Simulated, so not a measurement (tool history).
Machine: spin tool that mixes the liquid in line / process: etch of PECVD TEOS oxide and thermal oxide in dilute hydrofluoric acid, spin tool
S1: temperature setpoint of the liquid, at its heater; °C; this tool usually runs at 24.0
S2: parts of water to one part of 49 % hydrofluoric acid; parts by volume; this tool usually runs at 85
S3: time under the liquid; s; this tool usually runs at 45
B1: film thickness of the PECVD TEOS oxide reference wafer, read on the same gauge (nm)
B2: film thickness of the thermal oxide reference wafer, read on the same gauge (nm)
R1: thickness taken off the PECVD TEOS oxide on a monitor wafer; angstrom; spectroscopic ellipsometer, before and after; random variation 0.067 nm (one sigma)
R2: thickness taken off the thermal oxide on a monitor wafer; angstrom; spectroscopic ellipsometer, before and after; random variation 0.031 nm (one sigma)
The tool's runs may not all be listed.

Run 1, day 0.000: usual settings; B1 99.99; B2 109.996. Result: R1 123.9 angstrom, R2 27.03 angstrom.
Run 2, day 0.362: usual settings; B1 100.01; B2 110.009. Result: R1 123.7 angstrom, R2 27.49 angstrom.
Run 3, day 0.850: usual settings; B1 99.99; B2 110.014. Result: R1 124.6 angstrom, R2 27.76 angstrom.
Run 4, day 1.375: usual settings; B1 100.01; B2 110.012. Result: R1 123.4 angstrom, R2 27.63 angstrom.
At day 1.879: thermometer replaced.
Run 5, day 2.025: usual settings; B1 99.99; B2 109.987. Result: R1 115.0 angstrom, R2 25.75 angstrom.
Run 6, day 2.404: usual settings; B1 100.00; B2 109.987. Result: R1 114.2 angstrom, R2 25.13 angstrom.
Run 7, day 2.825: usual settings but S2 100 parts by volume; B1 100.02; B2 109.992. Result: R1 95.2 angstrom, R2 21.39 angstrom.
Run 8, day 3.188: usual settings but S2 100 parts by volume; B1 100.00; B2 110.016. Result: R1 95.5 angstrom, R2 21.18 angstrom.
Run 9, day 3.808: usual settings but S2 75 parts by volume; B1 100.00; B2 110.006. Result: R1 130.4 angstrom, R2 29.12 angstrom.
At day 3.967: gauge calibrated.
Run 10, day 4.458: usual settings but S2 75 parts by volume; B1 100.00; B2 109.982. Result: R1 130.7 angstrom, R2 29.03 angstrom.
Run 11, day 5.004: usual settings but S2 50 parts by volume, S3 35 s; B1 100.00; B2 109.987. Result: R1 157.8 angstrom, R2 34.81 angstrom.
Run 12, day 6.333: usual settings but S1 28.0 °C, S3 55 s; B1 100.01; B2 110.006. Result: R1 161.8 angstrom, R2 35.82 angstrom.
Run 13, day 6.975: usual settings but S3 60 s; B1 100.00; B2 110.001. Result: R1 152.1 angstrom, R2 33.55 angstrom.
Run 14, day 7.550: usual settings but S1 25.5 °C, S3 65 s; B1 100.02; B2 110.024. Result: R1 172.7 angstrom, R2 38.57 angstrom.
Run 15, day 8.233: usual settings but S1 20.0 °C, S2 110 parts by volume, S3 55 s; B1 100.01; B2 110.017. Result: R1 87.5 angstrom, R2 19.69 angstrom.
Run 16, day 8.688: usual settings but S1 20.5 °C, S3 30 s; B1 99.99; B2 110.006. Result: R1 65.4 angstrom, R2 14.32 angstrom.
Run 17, day 9.400: usual settings but S2 60 parts by volume; B1 100.01; B2 110.000. Result: R1 164.9 angstrom, R2 36.20 angstrom.
Run 18, day 9.783: usual settings; B1 100.00; B2 110.001. Result: R1 112.1 angstrom, R2 24.46 angstrom.
Run 19, day 10.133: usual settings but S1 21.5 °C, S2 125 parts by volume, S3 30 s; B1 100.01; B2 110.016. Result: R1 43.7 angstrom, R2 9.83 angstrom.
At day 10.875: hydrofluoric acid flow meter replaced.
Run 20, day 11.400: usual settings but S1 25.5 °C, S3 65 s; B1 100.02; B2 110.018. Result: R1 187.4 angstrom, R2 41.42 angstrom.
Run 21, day 12.004: usual settings but S1 25.5 °C, S2 110 parts by volume, S3 55 s; B1 99.99; B2 110.006. Result: R1 117.7 angstrom, R2 26.43 angstrom.
Run 22, day 12.583: usual settings but S1 26.0 °C, S2 100 parts by volume, S3 70 s; B1 100.01; B2 110.031. Result: R1 171.5 angstrom, R2 37.74 angstrom.
Run 23, day 13.179: usual settings but S1 19.0 °C, S2 55 parts by volume, S3 25 s; B1 100.01; B2 109.985. Result: R1 87.5 angstrom, R2 19.13 angstrom.
Run 24, day 13.562: usual settings but S2 115 parts by volume; B1 99.99; B2 109.992. Result: R1 86.1 angstrom, R2 19.46 angstrom.
Run 25, day 14.250: usual settings; B1 100.01; B2 109.990. Result: R1 121.1 angstrom, R2 26.64 angstrom.
Run 26, day 14.758: usual settings but S1 26.5 °C, S2 120 parts by volume; B1 100.00; B2 110.008. Result: R1 90.6 angstrom, R2 19.81 angstrom.

4 ways to go on from here, each from the tool as it stands after run 26. What would each give?
Run A, day 14.775: usual settings but S1 20.5 °C; B1 ?; B2 ?. Result: R1 ?, R2 ?.
Run B, day 14.775: usual settings but S1 22.0 °C, S2 70 parts by volume, S3 55 s; B1 ?; B2 ?. Result: R1 ?, R2 ?.
Run C, day 14.775: usual settings but S1 26.5 °C, S2 45 parts by volume, S3 65 s; B1 ?; B2 ?. Result: R1 ?, R2 ?.
Run D, day 14.775: usual settings but S1 21.5 °C; B1 ?; B2 ?. Result: R1 ?, R2 ?.

run     B1       B2     R1     R2
  A  99.99  110.010  105.5  23.16
  B  99.99  110.010  169.6  37.22
  C  99.99  110.010  387.2  84.97
  D  99.99  110.010  109.9  24.12
With no hidden state in the tool, these same runs would have given:
run     R1     R2
  A  103.1  22.63
  B  165.8  36.38
  C  378.5  83.07
  D  107.5  23.58
